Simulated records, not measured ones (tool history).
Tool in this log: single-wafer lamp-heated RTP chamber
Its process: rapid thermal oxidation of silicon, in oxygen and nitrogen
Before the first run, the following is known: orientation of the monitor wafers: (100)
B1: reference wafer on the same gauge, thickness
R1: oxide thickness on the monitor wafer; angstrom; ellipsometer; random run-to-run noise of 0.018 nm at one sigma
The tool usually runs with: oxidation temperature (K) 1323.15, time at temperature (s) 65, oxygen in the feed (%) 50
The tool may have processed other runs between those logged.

{"run": 1, "hour": 0.0, "oxidation temperature (K)": 1323.15, "time at temperature (s)": 48, "oxygen in the feed (%)": 50, "B1": 6.042, "R1": 65.69}
{"run": 2, "hour": 12.1, "oxidation temperature (K)": 1323.15, "time at temperature (s)": 48, "oxygen in the feed (%)": 50, "B1": 6.037, "R1": 65.38}
{"run": 3, "hour": 27.7, "oxidation temperature (K)": 1330.15, "time at temperature (s)": 65, "oxygen in the feed (%)": 50, "B1": 6.038, "R1": 78.76}
{"run": 4, "hour": 43.1, "oxidation temperature (K)": 1330.15, "time at temperature (s)": 65, "oxygen in the feed (%)": 50, "B1": 6.04, "R1": 78.6}
{"run": 5, "hour": 50.4, "oxidation temperature (K)": 1323.15, "time at temperature (s)": 65, "oxygen in the feed (%)": 50, "B1": 6.034, "R1": 74.8}
{"run": 6, "hour": 59.0, "oxidation temperature (K)": 1323.15, "time at temperature (s)": 65, "oxygen in the feed (%)": 50, "B1": 6.031, "R1": 74.92}
{"run": 7, "hour": 66.4, "oxidation temperature (K)": 1323.15, "time at temperature (s)": 90, "oxygen in the feed (%)": 50, "B1": 6.042, "R1": 87.23}
{"run": 8, "hour": 79.2, "oxidation temperature (K)": 1323.15, "time at temperature (s)": 65, "oxygen in the feed (%)": 50, "B1": 6.041, "R1": 75.19}
{"run": 9, "hour": 88.7, "oxidation temperature (K)": 1315.15, "time at temperature (s)": 89, "oxygen in the feed (%)": 42, "B1": 6.036, "R1": 77.42}

Run 10, settings as shown, results not yet in. Your forecast:
{"run": 10, "hour": 104.4, "oxidation temperature (K)": 1323.15, "time at temperature (s)": 45, "oxygen in the feed (%)": 50, "B1": "?", "R1": "?"}

Run 10 produced B1 6.043, R1 64.36 angstrom.
Were there no unlogged condition in the tool, this run, its random variation unchanged, would have produced R1 60.33 angstrom.

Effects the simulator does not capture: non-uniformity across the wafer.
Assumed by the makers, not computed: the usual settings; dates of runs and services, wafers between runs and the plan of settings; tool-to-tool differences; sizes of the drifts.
